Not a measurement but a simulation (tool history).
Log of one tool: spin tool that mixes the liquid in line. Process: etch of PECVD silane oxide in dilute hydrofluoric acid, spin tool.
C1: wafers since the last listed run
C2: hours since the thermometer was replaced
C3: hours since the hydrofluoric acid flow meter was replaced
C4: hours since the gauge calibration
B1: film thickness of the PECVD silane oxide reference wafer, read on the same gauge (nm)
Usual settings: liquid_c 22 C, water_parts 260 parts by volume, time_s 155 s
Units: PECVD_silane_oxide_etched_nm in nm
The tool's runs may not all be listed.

{"run": 1, "day": 0.0, "liquid_c": 22, "water_parts": 190, "time_s": 155, "C1": 0, "C2": 1784.2, "C3": 306.4, "C4": 1.2, "B1": 29.99, "PECVD_silane_oxide_etched_nm": 21.07}
{"run": 2, "day": 0.629, "liquid_c": 22, "water_parts": 290, "time_s": 210, "C1": 135, "C2": 1799.3, "C3": 321.5, "C4": 16.3, "B1": 30.01, "PECVD_silane_oxide_etched_nm": 16.69}
{"run": 3, "day": 1.008, "liquid_c": 19, "water_parts": 260, "time_s": 155, "C1": 81, "C2": 1808.4, "C3": 330.6, "C4": 25.4, "B1": 30.02, "PECVD_silane_oxide_etched_nm": 12.75}
{"run": 4, "day": 1.725, "liquid_c": 19, "water_parts": 260, "time_s": 155, "C1": 154, "C2": 1825.6, "C3": 347.8, "C4": 42.6, "B1": 30, "PECVD_silane_oxide_etched_nm": 12.74}
{"run": 5, "day": 2.175, "liquid_c": 19, "water_parts": 260, "time_s": 155, "C1": 97, "C2": 1836.4, "C3": 358.6, "C4": 53.4, "B1": 29.99, "PECVD_silane_oxide_etched_nm": 12.72}
{"run": 6, "day": 2.75, "liquid_c": 25, "water_parts": 230, "time_s": 155, "C1": 124, "C2": 1850.2, "C3": 372.4, "C4": 67.2, "B1": 29.97, "PECVD_silane_oxide_etched_nm": 18.35}
{"day": 3.208, "done": "thermometer replaced"}
{"day": 3.379, "done": "hydrofluoric acid flow meter replaced"}
{"run": 7, "day": 3.4, "liquid_c": 25, "water_parts": 230, "time_s": 155, "C1": 122, "C2": 4.6, "C3": 0.5, "C4": 82.8, "B1": 30.01, "PECVD_silane_oxide_etched_nm": 17.92}
{"run": 8, "day": 3.862, "liquid_c": 19, "water_parts": 260, "time_s": 120, "C1": 99, "C2": 15.7, "C3": 11.6, "C4": 93.9, "B1": 30, "PECVD_silane_oxide_etched_nm": 9.59}
{"day": 4.512, "done": "gauge calibrated"}
{"run": 9, "day": 4.529, "liquid_c": 24.5, "water_parts": 260, "time_s": 225, "C1": 144, "C2": 31.7, "C3": 27.6, "C4": 0.4, "B1": 29.99, "PECVD_silane_oxide_etched_nm": 21.84}
{"run": 10, "day": 5.108, "liquid_c": 22, "water_parts": 340, "time_s": 155, "C1": 125, "C2": 45.6, "C3": 41.5, "C4": 14.3, "B1": 30.02, "PECVD_silane_oxide_etched_nm": 9.75}
{"run": 11, "day": 5.829, "liquid_c": 22, "water_parts": 205, "time_s": 210, "C1": 155, "C2": 62.9, "C3": 58.8, "C4": 31.6, "B1": 30, "PECVD_silane_oxide_etched_nm": 24.93}
{"run": 12, "day": 6.438, "liquid_c": 22, "water_parts": 165, "time_s": 120, "C1": 131, "C2": 77.5, "C3": 73.4, "C4": 46.2, "B1": 29.97, "PECVD_silane_oxide_etched_nm": 18.44}
{"run": 13, "day": 7.046, "liquid_c": 22, "water_parts": 260, "time_s": 155, "C1": 131, "C2": 92.1, "C3": 88, "C4": 60.8, "B1": 29.99, "PECVD_silane_oxide_etched_nm": 13.69}

Run 14 comes next. What will it give?
{"run": 14, "day": 7.375, "liquid_c": 22, "water_parts": 210, "time_s": 155, "C1": 71, "C2": 100, "C3": 95.9, "C4": 68.7, "B1": "?", "PECVD_silane_oxide_etched_nm": "?"}

{"run 14": {"B1": 30.01, "PECVD_silane_oxide_etched_nm": 17.81}}
Without the tool's hidden state the same run would have given PECVD_silane_oxide_etched_nm 17.96 nm.
